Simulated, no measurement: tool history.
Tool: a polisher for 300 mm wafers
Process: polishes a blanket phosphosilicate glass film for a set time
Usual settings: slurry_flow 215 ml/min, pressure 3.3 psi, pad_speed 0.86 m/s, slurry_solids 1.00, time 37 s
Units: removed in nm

run   hour  slurry_flow  pressure  pad_speed  slurry_solids  time  incoming thickness of the incoming film, nm  removed
  1    0.0          215       3.9       0.86           1.10    37                                       2295.6    324.6
  2   21.6          215       3.9       0.86           1.10    37                                       2316.3    327.2
      47.1  -- worn pad replaced by a new one
  3   47.6          215       3.3       0.86           1.00    37                                       2274.3    256.3
  4   73.5          215       3.3       0.86           1.00    37                                       2247.0    255.3
  5  100.3          215       3.3       0.86           0.90    37                                       2258.9    238.2
     121.1  -- slurry blender recalibrated
  6  126.2          215       3.3       0.86           0.90    37                                       2252.7    238.0
  7  161.2          215       3.3       0.86           0.90    37                                       2258.8    232.4
  8  180.7          215       2.7       0.86           1.00    34                                       2252.6    193.3
     204.9  -- slurry nozzle cleaned
  9  207.6          215       2.8       0.86           1.00    37                                       2283.7    232.7
     233.8  -- worn pad replaced by a new one
 10  241.1          215       2.8       0.86           1.00    37                                       2267.4    231.9
 11  263.4          215       2.9       0.60           1.25    48                                       2266.9    267.2
     272.5  -- conditioning disc replaced and pad reconditioned
 12  289.6          280       2.3       0.86           1.15    41                                       2272.4    234.5
     309.5  -- head pressure recalibrated
 13  312.2          265       3.7       0.86           1.00    37                                       2265.8    308.0
 14  336.2          215       3.3       0.86           1.00    37                                       2292.6    270.6
 15  361.7          215       2.9       0.86           1.10    26                                       2233.6    178.4
     382.5  -- worn pad replaced by a new one
 16  394.6          215       3.3       0.86           1.00    37                                       2287.7    265.3
 17  422.0          270       3.3       0.76           0.75    37                                       2301.2    191.8
     437.6  -- slurry blender recalibrated
 18  454.0          215       3.3       0.86           1.00    37                                       2314.7    259.3
 19  479.8          215       3.3       0.86           0.75    37                                       2279.1    201.5
 20  500.3          215       3.3       0.86           1.00    37                                       2254.8    259.9
 21  523.4          290       3.3       0.58           0.75    48                                       2318.1    202.8
 22  539.3          215       2.4       0.68           0.70    37                                       2262.5    112.7
 23  559.4          215       3.3       0.86           1.00    42                                       2250.6    291.2
     565.2  -- worn pad replaced by a new one
 24  589.6          215       4.4       0.78           1.00    31                                       2257.0    262.3
 25  613.9          215       3.3       0.86           1.15    46                                       2251.4    350.2
 26  636.2          215       3.3       0.98           0.80    42                                       2306.0    267.2
 27  655.6          290       3.3       0.58           0.75    48                                       2307.2    197.5

Forecast each of these 3 alternatives for the next run:
  A  656.0          215       3.3       0.86           1.00    25                                       2256.8        ?
  B  656.0          270       3.3       0.86           1.00    32                                       2256.8        ?
  C  656.0          215       3.0       0.98           1.00    37                                       2256.8        ?

run  removed
  A    173.2
  B    230.2
  C    258.1
Without the tool's hidden state the same runs would have given:
run  removed
  A    187.9
  B    246.2
  C    280.0
